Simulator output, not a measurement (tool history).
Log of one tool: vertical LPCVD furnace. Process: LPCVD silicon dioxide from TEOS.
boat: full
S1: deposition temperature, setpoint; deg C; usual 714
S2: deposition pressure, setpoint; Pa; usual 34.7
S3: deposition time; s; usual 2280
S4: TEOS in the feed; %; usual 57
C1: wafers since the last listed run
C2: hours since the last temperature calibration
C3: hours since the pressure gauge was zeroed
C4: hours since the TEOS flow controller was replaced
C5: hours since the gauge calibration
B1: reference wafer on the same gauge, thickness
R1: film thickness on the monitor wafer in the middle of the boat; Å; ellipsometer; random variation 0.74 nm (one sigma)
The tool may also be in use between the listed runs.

| run | day | S1 | S2 | S3 | S4 | C1 | C2 | C3 | C4 | C5 | B1 | R1 |
|---|---|---|---|---|---|---|---|---|---|---|---|---|
| 1 | 0.000 | 714 | 34.7 | 2280 | 57 | 0 | 2247.5 | 4153.6 | 5052.7 | 109.6 | 266.23 | 3335.3 |
| 2 | 1.300 | 714 | 34.7 | 2280 | 57 | 356 | 2278.7 | 4184.8 | 5083.9 | 140.8 | 265.79 | 3318.3 |
|  | 4.958 | gauge calibrated |
|  | 5.408 | TEOS flow controller replaced |
| 3 | 5.429 | 714 | 34.7 | 2280 | 57 | 857 | 2377.8 | 4283.9 | 0.5 | 11.3 | 267.00 | 3343.9 |
| 4 | 5.825 | 714 | 34.7 | 2280 | 57 | 108 | 2387.3 | 4293.4 | 10.0 | 20.8 | 266.96 | 3341.9 |
| 5 | 6.433 | 714 | 34.7 | 2280 | 57 | 166 | 2401.9 | 4308.0 | 24.6 | 35.4 | 266.63 | 3328.8 |
| 6 | 6.992 | 714 | 34.7 | 2280 | 57 | 153 | 2415.3 | 4321.4 | 38.0 | 48.8 | 266.60 | 3324.6 |
|  | 8.379 | pressure gauge zeroed |
| 7 | 8.400 | 714 | 34.7 | 2280 | 57 | 111 | 2449.1 | 0.5 | 71.8 | 82.6 | 266.34 | 3319.8 |
| 8 | 9.154 | 714 | 34.7 | 1980 | 57 | 206 | 2467.2 | 18.6 | 89.9 | 100.7 | 265.99 | 2876.7 |
| 9 | 9.725 | 714 | 34.7 | 2280 | 57 | 156 | 2480.9 | 32.3 | 103.6 | 114.4 | 265.82 | 3330.1 |
|  | 11.096 | thermocouples replaced and temperature profile calibrated |
| 10 | 11.112 | 714 | 34.7 | 2280 | 57 | 106 | 0.4 | 65.6 | 136.9 | 147.7 | 265.42 | 3309.4 |
| 11 | 11.621 | 714 | 34.7 | 2280 | 53 | 139 | 12.6 | 77.8 | 149.1 | 159.9 | 265.53 | 3197.7 |
| 12 | 12.383 | 709 | 34.7 | 2910 | 57 | 208 | 30.9 | 96.1 | 167.4 | 178.2 | 265.15 | 3769.6 |
| 13 | 13.496 | 709 | 31.3 | 2610 | 46 | 304 | 57.6 | 122.8 | 194.1 | 204.9 | 265.19 | 2886.7 |
| 14 | 14.479 | 714 | 34.7 | 2040 | 57 | 269 | 81.2 | 146.4 | 217.7 | 228.5 | 264.86 | 2962.1 |

Forecast each of these 5 alternatives for the next run:
| A | 14.704 | 705 | 34.7 | 2280 | 57 | 61 | 86.6 | 151.8 | 223.1 | 233.9 | ? | ? |
| B | 14.704 | 723 | 40.0 | 1440 | 62 | 61 | 86.6 | 151.8 | 223.1 | 233.9 | ? | ? |
| C | 14.704 | 720 | 34.7 | 2040 | 65 | 61 | 86.6 | 151.8 | 223.1 | 233.9 | ? | ? |
| D | 14.704 | 714 | 29.3 | 3180 | 67 | 61 | 86.6 | 151.8 | 223.1 | 233.9 | ? | ? |
| E | 14.704 | 720 | 40.0 | 2730 | 66 | 61 | 86.6 | 151.8 | 223.1 | 233.9 | ? | ? |

| run | B1 | R1 |
|---|---|---|
| A | 264.73 | 2704.0 |
| B | 264.73 | 2873.5 |
| C | 264.73 | 3629.8 |
| D | 264.73 | 4618.1 |
| E | 264.73 | 5257.7 |
Without the tool's hidden state the same runs would have given:
| run | R1 |
|---|---|
| A | 2728.2 |
| B | 2899.3 |
| C | 3662.3 |
| D | 4659.4 |
| E | 5304.8 |

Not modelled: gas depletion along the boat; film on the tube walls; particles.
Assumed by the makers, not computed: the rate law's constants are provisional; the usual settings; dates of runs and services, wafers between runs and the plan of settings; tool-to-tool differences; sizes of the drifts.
